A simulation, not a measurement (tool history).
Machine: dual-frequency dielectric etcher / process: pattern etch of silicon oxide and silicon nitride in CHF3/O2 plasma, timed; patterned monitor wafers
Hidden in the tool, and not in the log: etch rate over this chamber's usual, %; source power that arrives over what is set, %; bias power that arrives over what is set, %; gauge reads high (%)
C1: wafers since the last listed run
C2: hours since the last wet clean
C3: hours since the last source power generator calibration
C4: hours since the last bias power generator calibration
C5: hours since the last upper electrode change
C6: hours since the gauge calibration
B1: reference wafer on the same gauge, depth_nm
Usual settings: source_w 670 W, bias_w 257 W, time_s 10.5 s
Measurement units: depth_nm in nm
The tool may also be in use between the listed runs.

run 1 hour=0.0 | source_w=670 bias_w=257 time_s=10.5 | C1=0 C2=298.7 C3=2462.0 C4=2051.5 C5=2321.1 C6=594.0 | B1=18.71 | depth_nm=17.49
run 2 hour=36.6 | source_w=670 bias_w=257 time_s=10.5 | C1=481 C2=335.3 C3=2498.6 C4=2088.1 C5=2357.7 C6=630.6 | B1=18.71 | depth_nm=17.52
-- hour=134.3 wet clean of the chamber
run 3 hour=134.8 | source_w=670 bias_w=257 time_s=10.5 | C1=976 C2=0.5 C3=2596.8 C4=2186.3 C5=2455.9 C6=728.8 | B1=18.71 | depth_nm=17.91
run 4 hour=203.6 | source_w=670 bias_w=257 time_s=10.5 | C1=905 C2=69.3 C3=2665.6 C4=2255.1 C5=2524.7 C6=797.6 | B1=18.69 | depth_nm=17.77
run 5 hour=300.9 | source_w=670 bias_w=257 time_s=10.5 | C1=1280 C2=166.6 C3=2762.9 C4=2352.4 C5=2622.0 C6=894.9 | B1=18.69 | depth_nm=17.68
run 6 hour=355.0 | source_w=670 bias_w=257 time_s=10.5 | C1=711 C2=220.7 C3=2817.0 C4=2406.5 C5=2676.1 C6=949.0 | B1=18.70 | depth_nm=17.62
run 7 hour=419.9 | source_w=670 bias_w=257 time_s=10.5 | C1=854 C2=285.6 C3=2881.9 C4=2471.4 C5=2741.0 C6=1013.9 | B1=18.70 | depth_nm=17.55
run 8 hour=516.8 | source_w=670 bias_w=257 time_s=10.5 | C1=1275 C2=382.5 C3=2978.8 C4=2568.3 C5=2837.9 C6=1110.8 | B1=18.69 | depth_nm=17.45
run 9 hour=572.0 | source_w=790 bias_w=301 time_s=10.5 | C1=726 C2=437.7 C3=3034.0 C4=2623.5 C5=2893.1 C6=1166.0 | B1=18.71 | depth_nm=19.40
-- hour=610.4 wet clean of the chamber
run 10 hour=818.7 | source_w=790 bias_w=301 time_s=10.5 | C1=2930 C2=208.3 C3=3280.7 C4=2870.2 C5=3139.8 C6=1412.7 | B1=18.69 | depth_nm=19.94
run 11 hour=859.2 | source_w=610 bias_w=257 time_s=10.5 | C1=533 C2=248.8 C3=3321.2 C4=2910.7 C5=3180.3 C6=1453.2 | B1=18.70 | depth_nm=16.99
run 12 hour=937.0 | source_w=610 bias_w=257 time_s=10.5 | C1=1023 C2=326.6 C3=3399.0 C4=2988.5 C5=3258.1 C6=1531.0 | B1=18.70 | depth_nm=16.90
run 13 hour=1000.8 | source_w=610 bias_w=257 time_s=10.5 | C1=839 C2=390.4 C3=3462.8 C4=3052.3 C5=3321.9 C6=1594.8 | B1=18.69 | depth_nm=16.80
-- hour=1070.8 wet clean of the chamber
run 14 hour=1114.1 | source_w=670 bias_w=257 time_s=10.5 | C1=1175 C2=43.3 C3=3576.1 C4=3165.6 C5=3435.2 C6=1708.1 | B1=18.70 | depth_nm=17.88

Run 15 has not been measured yet. What should we expect?
run 15 hour=1207.8 | source_w=670 bias_w=257 time_s=11.5 | C1=1233 C2=137.0 C3=3669.8 C4=3259.3 C5=3528.9 C6=1801.8 | B1=? | depth_nm=?

{"run 15": {"B1": 18.69, "depth_nm": 19.29}}
Had the tool carried no hidden state, the very same run would have given depth_nm 19.59 nm.

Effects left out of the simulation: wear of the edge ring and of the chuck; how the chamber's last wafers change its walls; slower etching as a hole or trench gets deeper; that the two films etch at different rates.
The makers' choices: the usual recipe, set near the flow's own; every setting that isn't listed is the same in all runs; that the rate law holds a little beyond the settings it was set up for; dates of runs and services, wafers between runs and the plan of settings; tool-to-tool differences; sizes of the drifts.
